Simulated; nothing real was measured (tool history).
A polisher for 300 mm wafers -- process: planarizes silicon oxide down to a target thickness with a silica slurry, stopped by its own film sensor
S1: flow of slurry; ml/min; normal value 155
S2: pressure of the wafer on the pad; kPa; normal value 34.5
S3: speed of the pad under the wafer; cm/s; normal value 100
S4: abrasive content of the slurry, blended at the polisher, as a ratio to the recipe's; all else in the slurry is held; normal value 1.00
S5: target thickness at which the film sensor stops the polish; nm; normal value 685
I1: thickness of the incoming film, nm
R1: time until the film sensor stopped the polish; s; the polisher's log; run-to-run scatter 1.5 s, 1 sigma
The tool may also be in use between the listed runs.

run   hour   S1    S2   S3    S4   S5      I1     R1
  1    0.0  155  34.5   74  1.00  685   996.2  121.3
      14.9  -- worn pad replaced by a new one
  2   32.6  155  34.5   74  1.00  685   995.3  106.4
  3   61.7  155  34.5   74  1.00  685   988.5  107.4
  4   81.7  155  34.5  100  0.85  685   988.3  101.5
     114.9  -- worn pad replaced by a new one
  5  115.4  155  42.1   78  1.00  685   998.3   92.2
  6  137.7  155  42.1   78  1.00  685  1010.7   96.1
  7  168.6  155  42.1   78  1.00  685   991.0   91.8
     184.1  -- head pressure recalibrated
     205.5  -- worn pad replaced by a new one
  8  206.0  155  31.0  100  1.00  685   994.1   99.0
  9  223.8  155  31.0  100  1.00  685  1000.8   98.9
 10  252.0  155  34.5  100  0.75  685   986.4  102.5
 11  264.3  155  44.8  100  0.80  685  1008.3   88.9
     275.5  -- conditioning disc replaced and pad reconditioned
     286.6  -- slurry blender recalibrated
     295.5  -- worn pad replaced by a new one
 12  299.9  155  34.5  100  1.00  685   988.7   85.9
 13  318.3  155  25.5   74  1.00  772   996.1   99.9
     348.7  -- slurry nozzle cleaned
 14  349.2  155  34.5  100  1.00  685  1006.1   97.3
 15  367.1  135  30.3  100  1.00  756  1002.3   87.4
 16  383.4  155  24.1  120  1.15  777   998.8   84.0
     389.6  -- worn pad replaced by a new one
 17  404.1  155  34.5   74  1.00  685   998.3  110.3
 18  427.3  155  34.5   90  1.10  685   991.2   94.0
 19  452.5  155  34.5   74  1.00  685  1000.9  113.7

Below are 4 alternative next runs, each starting from the tool's condition after run 19. Predict each:
  A  453.0  155  34.5  100  1.00  685  1013.8   ?
  B  453.0  155  34.5  100  1.25  685  1013.8   ?
  C  453.0  155  44.8  100  1.00  786  1013.8   ?
  D  453.0  155  30.3  118  1.20  685  1013.8   ?

run     R1
  A  103.3
  B   95.3
  C   58.4
  D   95.9
Stripped of hidden state, with their random variation kept, the same runs would have yielded:
run    R1
  A  95.6
  B  88.2
  C  54.1
  D  88.7

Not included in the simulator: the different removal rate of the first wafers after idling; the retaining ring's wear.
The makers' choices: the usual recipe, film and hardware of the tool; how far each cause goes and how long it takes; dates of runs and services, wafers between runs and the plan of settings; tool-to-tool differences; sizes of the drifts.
